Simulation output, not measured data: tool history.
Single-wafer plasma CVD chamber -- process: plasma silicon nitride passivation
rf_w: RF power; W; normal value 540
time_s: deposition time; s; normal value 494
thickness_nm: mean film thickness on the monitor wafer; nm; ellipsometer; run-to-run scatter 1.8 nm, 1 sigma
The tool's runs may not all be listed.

| run | hour | rf_w | time_s | wafers since the last listed run | hours since the last RF generator calibration | hours since the showerhead was replaced | hours since the gauge calibration | read-back reference wafer on the same gauge, thickness_nm | thickness_nm |
|---|---|---|---|---|---|---|---|---|---|
| 1 | 0.0 | 620 | 494 | 0 | 1165.4 | 2757.5 | 415.6 | 705.915 | 772.202 |
|  | 1.0 | gauge calibrated |
| 2 | 13.1 | 540 | 494 | 42 | 1178.5 | 2770.6 | 12.1 | 706.072 | 737.113 |
| 3 | 24.2 | 540 | 494 | 35 | 1189.6 | 2781.7 | 23.2 | 706.046 | 740.502 |
| 4 | 35.5 | 540 | 494 | 36 | 1200.9 | 2793.0 | 34.5 | 706.510 | 736.039 |
| 5 | 49.0 | 470 | 494 | 43 | 1214.4 | 2806.5 | 48.0 | 706.219 | 703.058 |
| 6 | 59.7 | 470 | 494 | 34 | 1225.1 | 2817.2 | 58.7 | 705.610 | 705.567 |
| 7 | 69.3 | 470 | 494 | 30 | 1234.7 | 2826.8 | 68.3 | 706.347 | 704.768 |
| 8 | 85.8 | 490 | 531 | 53 | 1251.2 | 2843.3 | 84.8 | 706.040 | 766.455 |
| 9 | 95.7 | 490 | 531 | 31 | 1261.1 | 2853.2 | 94.7 | 705.726 | 766.417 |
| 10 | 105.8 | 540 | 494 | 32 | 1271.2 | 2863.3 | 104.8 | 706.064 | 733.321 |
| 11 | 118.6 | 540 | 494 | 41 | 1284.0 | 2876.1 | 117.6 | 706.000 | 732.273 |
| 12 | 131.3 | 540 | 424 | 40 | 1296.7 | 2888.8 | 130.3 | 705.767 | 629.446 |
| 13 | 149.0 | 540 | 424 | 56 | 1314.4 | 2906.5 | 148.0 | 706.172 | 632.182 |
| 14 | 164.2 | 540 | 515 | 48 | 1329.6 | 2921.7 | 163.2 | 706.087 | 763.562 |
| 15 | 180.7 | 540 | 494 | 53 | 1346.1 | 2938.2 | 179.7 | 705.509 | 729.702 |
|  | 202.3 | RF generator calibrated |
| 16 | 202.8 | 540 | 494 | 45 | 0.5 | 2960.3 | 201.8 | 705.597 | 755.993 |
| 17 | 210.3 | 540 | 494 | 24 | 8.0 | 2967.8 | 209.3 | 706.212 | 756.457 |
| 18 | 216.9 | 540 | 494 | 21 | 14.6 | 2974.4 | 215.9 | 706.576 | 759.844 |
| 19 | 250.3 | 635 | 413 | 107 | 48.0 | 3007.8 | 249.3 | 705.629 | 669.301 |
| 20 | 261.9 | 595 | 589 | 37 | 59.6 | 3019.4 | 260.9 | 705.675 | 932.441 |
| 21 | 279.7 | 455 | 404 | 57 | 77.4 | 3037.2 | 278.7 | 705.810 | 583.481 |
|  | 331.0 | showerhead replaced |
| 22 | 331.9 | 470 | 568 | 142 | 129.6 | 0.9 | 330.9 | 706.048 | 830.527 |
| 23 | 344.2 | 475 | 524 | 39 | 141.9 | 13.2 | 343.2 | 705.819 | 768.996 |
| 24 | 356.8 | 540 | 494 | 40 | 154.5 | 25.8 | 355.8 | 705.867 | 756.172 |
| 25 | 366.2 | 540 | 494 | 30 | 163.9 | 35.2 | 365.2 | 706.341 | 757.566 |
| 26 | 379.2 | 580 | 562 | 41 | 176.9 | 48.2 | 378.2 | 706.017 | 881.829 |
| 27 | 387.1 | 480 | 421 | 25 | 184.8 | 56.1 | 386.1 | 705.432 | 617.331 |
| 28 | 393.8 | 445 | 585 | 21 | 191.5 | 62.8 | 392.8 | 705.621 | 840.045 |
| 29 | 402.5 | 605 | 442 | 27 | 200.2 | 71.5 | 401.5 | 705.871 | 706.348 |
| 30 | 408.6 | 540 | 494 | 19 | 206.3 | 77.6 | 407.6 | 705.905 | 755.115 |
|  | 419.8 | gauge calibrated |
| 31 | 422.6 | 590 | 446 | 44 | 220.3 | 91.6 | 2.8 | 706.281 | 702.164 |
| 32 | 437.4 | 595 | 468 | 47 | 235.1 | 106.4 | 17.6 | 706.464 | 740.553 |
| 33 | 487.1 | 580 | 494 | 159 | 284.8 | 156.1 | 67.3 | 705.751 | 774.861 |
| 34 | 498.7 | 645 | 465 | 37 | 296.4 | 167.7 | 78.9 | 705.926 | 754.361 |
| 35 | 508.5 | 540 | 541 | 31 | 306.2 | 177.5 | 88.7 | 706.218 | 825.101 |
| 36 | 520.9 | 595 | 573 | 39 | 318.6 | 189.9 | 101.1 | 705.922 | 904.439 |
| 37 | 530.5 | 445 | 423 | 30 | 328.2 | 199.5 | 110.7 | 706.097 | 604.787 |

Here are 3 independent what-if runs from the current tool condition. What would each one return?
| A | 531.0 | 540 | 426 | 1 | 328.7 | 200.0 | 111.2 | ? | ? |
| B | 531.0 | 540 | 454 | 1 | 328.7 | 200.0 | 111.2 | ? | ? |
| C | 531.0 | 510 | 563 | 1 | 328.7 | 200.0 | 111.2 | ? | ? |

| run | read-back reference wafer on the same gauge, thickness_nm | thickness_nm |
|---|---|---|
| A | 705.909 | 651.971 |
| B | 705.909 | 694.824 |
| C | 705.909 | 844.947 |
With the hidden condition removed and each run's random variation left untouched, the same runs would have given:
| run | thickness_nm |
|---|---|
| A | 654.297 |
| B | 697.303 |
| C | 847.961 |
